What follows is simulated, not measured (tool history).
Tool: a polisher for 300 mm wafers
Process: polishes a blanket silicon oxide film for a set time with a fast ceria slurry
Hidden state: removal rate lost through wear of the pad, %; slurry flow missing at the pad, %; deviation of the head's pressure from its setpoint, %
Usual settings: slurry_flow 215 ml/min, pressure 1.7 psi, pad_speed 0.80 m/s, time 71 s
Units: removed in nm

run	hour	slurry_flow	pressure	pad_speed	time	wafers since the last listed run	wafers polished on this pad	hours since the slurry nozzle was cleaned	hours since the head pressure was calibrated	incoming thickness of the incoming film, nm	removed
1	0.0	215	1.3	0.80	71	0	4124	53.4	0.5	3621.7	429.6
2	47.6	215	1.7	0.80	71	530	4655	101.0	48.1	3709.1	553.3
3	153.4	245	1.7	0.62	71	1180	5835	206.8	153.9	3639.6	419.6
4	206.3	245	1.7	0.62	71	590	6425	259.7	206.8	3723.4	429.8
# hour 243.1: worn pad replaced by a new one
5	250.6	215	1.7	0.70	71	449	83	304.0	251.1	3621.8	523.3
6	291.3	215	1.7	0.70	71	454	537	344.7	291.8	3589.0	513.3
7	339.6	215	1.7	0.80	71	538	1076	393.0	340.1	3669.3	588.9
8	385.4	215	1.7	0.80	71	510	1587	438.8	385.9	3694.7	585.0
9	476.1	215	1.7	0.88	71	1011	2598	529.5	476.6	3690.4	644.4
10	566.9	215	1.7	0.88	71	1012	3611	620.3	567.4	3618.3	626.5
11	626.5	215	1.7	0.88	71	664	4276	679.9	627.0	3654.2	616.7
# hour 646.2: slurry nozzle cleaned
# hour 672.7: head pressure recalibrated
12	703.9	180	1.7	0.80	71	829	5106	57.7	31.2	3661.2	552.0
13	763.7	180	1.7	0.80	71	667	5773	117.5	91.0	3638.9	534.3
14	843.9	180	1.7	0.80	71	894	6668	197.7	171.2	3628.9	519.3
15	906.3	215	1.7	0.80	71	696	7364	260.1	233.6	3663.2	516.9
# hour 944.5: worn pad replaced by a new one
16	1004.4	215	1.7	0.80	71	1049	668	358.2	331.7	3635.1	577.7
17	1099.1	215	1.7	0.80	71	1056	1724	452.9	426.4	3681.2	584.3
18	1194.0	280	1.5	0.54	63	1058	2783	547.8	521.3	3605.5	313.6
# hour 1224.6: head pressure recalibrated
19	1290.8	215	1.7	0.80	71	1057	3841	644.6	66.2	3624.7	565.4
# hour 1309.7: slurry nozzle cleaned
20	1501.4	215	1.7	0.80	71	2338	6179	191.7	276.8	3637.9	527.8
21	1572.2	215	1.7	1.02	92	789	6968	262.5	347.6	3724.1	850.7
# hour 1611.3: worn pad replaced by a new one
22	1621.8	215	1.7	1.04	51	508	116	312.1	397.2	3735.5	554.0
23	1681.5	215	1.7	0.80	71	665	782	371.8	456.9	3679.1	589.2
24	1723.7	215	1.7	0.80	71	470	1253	414.0	499.1	3649.8	584.8
25	1781.4	185	1.7	0.96	54	643	1897	471.7	556.8	3660.2	525.2
# hour 1796.2: head pressure recalibrated
26	1852.2	175	2.3	0.72	93	767	2664	542.5	56.0	3610.3	895.8
# hour 1919.5: slurry nozzle cleaned
27	2133.0	275	1.7	0.94	71	3121	5785	213.5	336.8	3717.4	637.2
28	2175.6	255	1.7	0.92	85	475	6260	256.1	379.4	3714.2	753.3
# hour 2292.7: worn pad replaced by a new one
# hour 2358.1: head pressure recalibrated
29	2452.4	195	1.7	0.54	58	3020	1759	532.9	94.3	3697.6	325.4
30	2498.5	290	1.2	0.80	81	514	2273	579.0	140.4	3638.0	485.4
31	2567.1	250	1.7	0.80	71	765	3038	647.6	209.0	3655.7	574.4
32	2644.7	215	1.7	0.80	77	865	3904	725.2	286.6	3678.2	616.1
# hour 2685.2: slurry nozzle cleaned
33	2721.5	215	1.7	0.68	71	845	4749	36.3	363.4	3668.9	472.9
34	2819.6	235	2.1	0.80	71	1094	5844	134.4	461.5	3692.5	672.9
# hour 2896.9: worn pad replaced by a new one
35	2924.7	215	1.7	0.80	71	1127	309	239.5	566.6	3643.4	606.0
36	2989.9	215	1.7	0.80	71	727	1037	304.7	631.8	3697.4	580.8

Measured less the same run without the tool's hidden state. The same run-to-run variation is in both; the gauge's scatter may not be:
run	removed
1	-21.8
2	-35.3
3	-42.0
4	-52.6
5	-9.1
6	-9.3
7	-12.0
8	-14.0
9	-22.6
10	-32.7
11	-41.1
12	-49.8
13	-60.0
14	-76.8
15	-93.5
16	-12.7
17	-16.7
18	-13.0
19	-34.5
20	-69.6
21	-141.3
22	-3.4
23	-4.5
24	-5.9
25	-8.1
26	-22.1
27	-63.3
28	-88.1
29	-6.2
30	-11.8
31	-20.3
32	-31.8
33	-34.3
34	-72.0
35	-7.6
36	-8.7

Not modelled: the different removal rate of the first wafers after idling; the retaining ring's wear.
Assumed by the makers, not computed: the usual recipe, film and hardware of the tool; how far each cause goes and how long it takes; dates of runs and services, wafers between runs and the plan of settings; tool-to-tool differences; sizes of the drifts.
